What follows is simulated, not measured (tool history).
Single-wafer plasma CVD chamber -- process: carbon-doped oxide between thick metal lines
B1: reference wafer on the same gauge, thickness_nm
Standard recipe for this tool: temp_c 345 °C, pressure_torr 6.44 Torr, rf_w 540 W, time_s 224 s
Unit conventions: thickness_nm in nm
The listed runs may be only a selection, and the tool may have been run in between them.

Run 1, hour 0: usual settings; B1 1170.108. Result: thickness_nm 1174.463 nm.
Run 2, hour 9.7: usual settings; B1 1169.855. Result: thickness_nm 1176.577 nm.
Run 3, hour 27.6: usual settings but pressure_torr 5.87 Torr; B1 1169.481. Result: thickness_nm 1160.39 nm.
Run 4, hour 42.1: usual settings but pressure_torr 5.87 Torr; B1 1170.243. Result: thickness_nm 1159.775 nm.
Run 5, hour 48.2: usual settings but pressure_torr 5.87 Torr; B1 1170.364. Result: thickness_nm 1158.366 nm.
Run 6, hour 61.5: usual settings; B1 1170.199. Result: thickness_nm 1171.062 nm.
Run 7, hour 74.7: usual settings; B1 1169.712. Result: thickness_nm 1170.873 nm.
At hour 89.8: thermocouple changed; heater temperature recalibrated.
Run 8, hour 90.3: usual settings; B1 1169.707. Result: thickness_nm 1166.999 nm.
Run 9, hour 95.2: usual settings; B1 1169.745. Result: thickness_nm 1169.038 nm.
At hour 113.8: showerhead replaced.
At hour 118.1: capacitance manometer re-zeroed and calibrated.
Run 10, hour 121.2: usual settings but temp_c 336 °C, time_s 236 s; B1 1169.916. Result: thickness_nm 1259.972 nm.
At hour 134.9: RF generator calibrated.
Run 11, hour 139.1: usual settings but pressure_torr 7.71 Torr; B1 1170.014. Result: thickness_nm 1257.603 nm.
Run 12, hour 148.4: usual settings; B1 1169.62. Result: thickness_nm 1244.127 nm.
At hour 149.8: gauge calibrated.
Run 13, hour 165.1: usual settings but temp_c 338 °C; B1 1169.98. Result: thickness_nm 1259.413 nm.
Run 14, hour 177.7: usual settings; B1 1169.962. Result: thickness_nm 1237.783 nm.
Run 15, hour 188.2: usual settings but temp_c 333 °C, rf_w 490 W; B1 1170.105. Result: thickness_nm 1186.123 nm.
Run 16, hour 226.1: usual settings but temp_c 340 °C, pressure_torr 5.62 Torr; B1 1170.076. Result: thickness_nm 1236.973 nm.
Run 17, hour 242.4: usual settings but temp_c 355 °C, pressure_torr 4.86 Torr, rf_w 435 W, time_s 247 s; B1 1170.041. Result: thickness_nm 1083.861 nm.
Run 18, hour 255.4: usual settings; B1 1170.326. Result: thickness_nm 1239.051 nm.
Run 19, hour 271.9: usual settings but pressure_torr 5.09 Torr, time_s 261 s; B1 1170.056. Result: thickness_nm 1402.296 nm.
Run 20, hour 285.1: usual settings but pressure_torr 5.61 Torr; B1 1170.346. Result: thickness_nm 1218.194 nm.

For each run, the measured value with the value that run would have given without the tool's hidden condition subtracted. The run-to-run variation is shared by both, the gauge scatter possibly not:
Hidden conditions of the tool in this case: wafer temperature above the value expected at the setpoint (K); delivered RF power above the setpoint (%); true pressure above the setpoint (%); gauge reads high (%).
run  thickness_nm
  1       -70.817
  2       -71.344
  3       -71.092
  4       -71.644
  5       -71.806
  6        -73.14
  7       -73.673
  8       -74.071
  9       -74.403
 10       -81.348
 11        -3.354
 12         -3.66
 13        -4.329
 14        -4.717
 15        -4.998
 16        -6.495
 17        -7.378
 18        -7.589
 19         -9.28
 20        -8.543
